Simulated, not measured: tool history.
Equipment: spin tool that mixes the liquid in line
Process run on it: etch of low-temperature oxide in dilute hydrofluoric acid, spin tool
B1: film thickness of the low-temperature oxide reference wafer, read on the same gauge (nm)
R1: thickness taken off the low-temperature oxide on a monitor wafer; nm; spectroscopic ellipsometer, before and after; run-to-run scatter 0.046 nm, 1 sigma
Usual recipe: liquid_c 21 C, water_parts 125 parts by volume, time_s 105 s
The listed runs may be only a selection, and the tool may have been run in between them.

run 1 hour=0 | liquid_c=21 water_parts=85 time_s=105 | B1=89.99 | R1=11.46
run 2 hour=93 | liquid_c=21 water_parts=85 time_s=105 | B1=90.01 | R1=11.66
run 3 hour=169.1 | liquid_c=19.5 water_parts=145 time_s=105 | B1=89.97 | R1=6.13
run 4 hour=218.2 | liquid_c=19.5 water_parts=145 time_s=105 | B1=90.04 | R1=6.13
run 5 hour=322.3 | liquid_c=19.5 water_parts=145 time_s=105 | B1=90.06 | R1=6.39
-- hour=327.5 hydrofluoric acid flow meter replaced
-- hour=389.8 thermometer replaced
run 6 hour=416.7 | liquid_c=21 water_parts=125 time_s=105 | B1=90 | R1=7.22
run 7 hour=495.1 | liquid_c=21 water_parts=125 time_s=105 | B1=90.02 | R1=7.39
run 8 hour=586.5 | liquid_c=21 water_parts=125 time_s=105 | B1=90.01 | R1=7.46
run 9 hour=653.8 | liquid_c=21 water_parts=125 time_s=105 | B1=89.95 | R1=7.46
run 10 hour=747.2 | liquid_c=21 water_parts=125 time_s=105 | B1=89.96 | R1=7.59
run 11 hour=843.8 | liquid_c=21 water_parts=125 time_s=105 | B1=89.97 | R1=7.75
run 12 hour=919.1 | liquid_c=18.5 water_parts=145 time_s=105 | B1=90 | R1=6.01
-- hour=962.4 thermometer replaced
run 13 hour=973.4 | liquid_c=18.5 water_parts=145 time_s=105 | B1=89.99 | R1=5.7
run 14 hour=1078.9 | liquid_c=21 water_parts=125 time_s=105 | B1=89.98 | R1=7.66
run 15 hour=1169 | liquid_c=21 water_parts=125 time_s=105 | B1=90 | R1=7.73
-- hour=1187.8 hydrofluoric acid flow meter replaced
run 16 hour=1215.2 | liquid_c=21 water_parts=125 time_s=105 | B1=90.01 | R1=7.38
run 17 hour=1314.9 | liquid_c=21 water_parts=90 time_s=105 | B1=90 | R1=11.02
run 18 hour=1387.1 | liquid_c=25 water_parts=180 time_s=60 | B1=89.98 | R1=3.34
run 19 hour=1473.6 | liquid_c=21 water_parts=125 time_s=105 | B1=90.01 | R1=7.84
-- hour=1512.8 thermometer replaced
run 20 hour=1563.8 | liquid_c=21 water_parts=125 time_s=105 | B1=89.99 | R1=7.36
run 21 hour=1639 | liquid_c=21 water_parts=85 time_s=105 | B1=89.98 | R1=11.52
run 22 hour=1739 | liquid_c=25 water_parts=170 time_s=160 | B1=89.99 | R1=9.49
run 23 hour=1819.2 | liquid_c=21 water_parts=125 time_s=45 | B1=89.95 | R1=3.32
-- hour=1877.4 gauge calibrated
run 24 hour=1886.7 | liquid_c=18.5 water_parts=150 time_s=165 | B1=90.04 | R1=9.08
-- hour=1959.6 hydrofluoric acid flow meter replaced
-- hour=2011.5 thermometer replaced
run 25 hour=2153 | liquid_c=21 water_parts=125 time_s=105 | B1=90.03 | R1=7.38
run 26 hour=2222.5 | liquid_c=24.5 water_parts=100 time_s=105 | B1=89.99 | R1=11.08
run 27 hour=2284.6 | liquid_c=22.5 water_parts=125 time_s=105 | B1=89.99 | R1=7.99
run 28 hour=2344.5 | liquid_c=25.5 water_parts=150 time_s=165 | B1=89.99 | R1=11.66
run 29 hour=2439.1 | liquid_c=17 water_parts=150 time_s=70 | B1=90 | R1=3.61
run 30 hour=2493.7 | liquid_c=21 water_parts=100 time_s=105 | B1=89.97 | R1=10.13
-- hour=2534.3 thermometer replaced
run 31 hour=2561.9 | liquid_c=25 water_parts=125 time_s=105 | B1=90.03 | R1=8.67
run 32 hour=2635.1 | liquid_c=17 water_parts=145 time_s=105 | B1=90.02 | R1=5.42
run 33 hour=2810.5 | liquid_c=21 water_parts=125 time_s=105 | B1=90.02 | R1=7.77

Alternative continuations, all from the tool just after run 33; predict every row:
run A hour=2810.9 | liquid_c=21 water_parts=105 time_s=105 | B1=? | R1=?
run B hour=2810.9 | liquid_c=17.5 water_parts=160 time_s=80 | B1=? | R1=?
run C hour=2810.9 | liquid_c=18 water_parts=150 time_s=160 | B1=? | R1=?

run=A B1=89.98 R1=9.36
run=B B1=89.98 R1=3.84
run=C B1=89.98 R1=8.43
The same runs, with their run-to-run variation unchanged, on a tool lacking any hidden condition would have given:
run=A R1=8.66
run=B R1=3.55
run=C R1=7.8
